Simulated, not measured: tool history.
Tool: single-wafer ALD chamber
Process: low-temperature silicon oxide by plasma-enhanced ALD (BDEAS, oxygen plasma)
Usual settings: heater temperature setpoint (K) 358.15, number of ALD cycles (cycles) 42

| run | hour | heater temperature setpoint (K) | number of ALD cycles (cycles) | wafers since the last listed run | hours since the last thermocouple change | hours since the gauge calibration | read-back reference wafer on the same gauge, thickness_nm | mean film thickness on the monitor wafer (angstrom) |
|---|---|---|---|---|---|---|---|---|
| 1 | 0.0 | 358.15 | 42 | 0 | 150.8 | 998.6 | 5.767 | 62.83 |
| 2 | 97.4 | 358.15 | 42 | 653 | 248.2 | 1096.0 | 5.770 | 63.31 |
| 3 | 152.9 | 358.15 | 42 | 372 | 303.7 | 1151.5 | 5.756 | 63.71 |
| 4 | 260.3 | 358.15 | 46 | 720 | 411.1 | 1258.9 | 5.756 | 69.89 |
| 5 | 338.3 | 358.15 | 46 | 523 | 489.1 | 1336.9 | 5.760 | 69.42 |
| 6 | 395.9 | 358.15 | 46 | 386 | 546.7 | 1394.5 | 5.761 | 69.78 |
| 7 | 502.0 | 358.15 | 42 | 712 | 652.8 | 1500.6 | 5.765 | 63.99 |
| 8 | 597.5 | 358.15 | 42 | 640 | 748.3 | 1596.1 | 5.759 | 63.30 |
| 9 | 664.1 | 358.15 | 42 | 446 | 814.9 | 1662.7 | 5.768 | 63.86 |
| 10 | 741.8 | 358.15 | 42 | 521 | 892.6 | 1740.4 | 5.763 | 63.75 |
| 11 | 845.6 | 358.15 | 42 | 696 | 996.4 | 1844.2 | 5.768 | 63.88 |
| 12 | 910.1 | 358.15 | 42 | 432 | 1060.9 | 1908.7 | 5.761 | 63.27 |
| 13 | 947.0 | 358.15 | 42 | 247 | 1097.8 | 1945.6 | 5.756 | 63.66 |
| 14 | 988.1 | 358.15 | 42 | 275 | 1138.9 | 1986.7 | 5.758 | 64.18 |
| 15 | 1029.0 | 358.15 | 42 | 274 | 1179.8 | 2027.6 | 5.765 | 64.21 |
| 16 | 1133.4 | 358.15 | 42 | 700 | 1284.2 | 2132.0 | 5.754 | 64.07 |
| 17 | 1189.3 | 358.15 | 42 | 375 | 1340.1 | 2187.9 | 5.762 | 63.78 |
| 18 | 1294.9 | 358.15 | 42 | 708 | 1445.7 | 2293.5 | 5.763 | 63.91 |
| 19 | 1488.5 | 358.15 | 42 | 1299 | 1639.3 | 2487.1 | 5.760 | 64.00 |
| 20 | 1569.4 | 358.15 | 38 | 542 | 1720.2 | 2568.0 | 5.749 | 57.95 |
| 21 | 1606.3 | 354.15 | 38 | 247 | 1757.1 | 2604.9 | 5.762 | 58.04 |
| 22 | 1664.0 | 354.15 | 38 | 387 | 1814.8 | 2662.6 | 5.757 | 58.72 |
| 23 | 1733.1 | 358.15 | 42 | 463 | 1883.9 | 2731.7 | 5.766 | 63.61 |
| 24 | 1840.5 | 347.15 | 48 | 720 | 1991.3 | 2839.1 | 5.758 | 75.63 |
| 25 | 1925.6 | 364.15 | 39 | 571 | 2076.4 | 2924.2 | 5.765 | 58.47 |
| 26 | 1962.8 | 353.15 | 34 | 249 | 2113.6 | 2961.4 | 5.756 | 52.67 |
| 27 | 2034.8 | 358.15 | 42 | 483 | 2185.6 | 3033.4 | 5.751 | 64.09 |
| 28 | 2072.3 | 354.15 | 38 | 251 | 2223.1 | 3070.9 | 5.765 | 58.71 |
|  | 2167.8 | thermocouple changed; heater temperature recalibrated |
|  | 2189.5 | gauge calibrated |
| 29 | 2216.3 | 350.15 | 35 | 912 | 48.5 | 26.8 | 5.764 | 55.23 |
| 30 | 2277.3 | 358.15 | 42 | 409 | 109.5 | 87.8 | 5.756 | 64.33 |
| 31 | 2315.2 | 358.15 | 35 | 254 | 147.4 | 125.7 | 5.770 | 53.82 |
| 32 | 2357.8 | 350.15 | 48 | 285 | 190.0 | 168.3 | 5.750 | 75.39 |
| 33 | 2431.0 | 344.15 | 50 | 491 | 263.2 | 241.5 | 5.754 | 80.48 |
| 34 | 2538.7 | 364.15 | 49 | 722 | 370.9 | 349.2 | 5.761 | 74.31 |
| 35 | 2622.4 | 358.15 | 38 | 561 | 454.6 | 432.9 | 5.768 | 58.61 |
| 36 | 2673.9 | 363.15 | 37 | 345 | 506.1 | 484.4 | 5.753 | 55.99 |
| 37 | 2766.1 | 344.15 | 37 | 618 | 598.3 | 576.6 | 5.760 | 60.01 |
| 38 | 2819.3 | 343.15 | 49 | 357 | 651.5 | 629.8 | 5.759 | 79.76 |
| 39 | 2879.8 | 371.15 | 47 | 406 | 712.0 | 690.3 | 5.760 | 69.47 |
|  | 2949.3 | thermocouple changed; heater temperature recalibrated, repeated, since the last time left the tool worse |
| 40 | 3074.6 | 371.15 | 42 | 1253 | 125.3 | 885.1 | 5.758 | 60.76 |
| 41 | 3121.4 | 358.15 | 42 | 314 | 172.1 | 931.9 | 5.750 | 63.58 |
| 42 | 3220.9 | 358.15 | 42 | 667 | 271.6 | 1031.4 | 5.760 | 63.42 |
| 43 | 3291.3 | 344.15 | 42 | 472 | 342.0 | 1101.8 | 5.756 | 66.05 |
| 44 | 3379.7 | 348.15 | 39 | 593 | 430.4 | 1190.2 | 5.768 | 61.30 |

4 ways to go on from here, each from the tool as it stands after run 44. What would each give?
| A | 3380.2 | 358.15 | 42 | 3 | 430.9 | 1190.7 | ? | ? |
| B | 3380.2 | 370.15 | 42 | 3 | 430.9 | 1190.7 | ? | ? |
| C | 3380.2 | 365.15 | 47 | 3 | 430.9 | 1190.7 | ? | ? |
| D | 3380.2 | 358.15 | 34 | 3 | 430.9 | 1190.7 | ? | ? |

| run | read-back reference wafer on the same gauge, thickness_nm | mean film thickness on the monitor wafer (angstrom) |
|---|---|---|
| A | 5.766 | 63.64 |
| B | 5.766 | 60.99 |
| C | 5.766 | 69.49 |
| D | 5.766 | 51.52 |
Without the tool's hidden state the same runs would have given:
| run | mean film thickness on the monitor wafer (angstrom) |
|---|---|
| A | 63.33 |
| B | 60.68 |
| C | 69.14 |
| D | 51.26 |
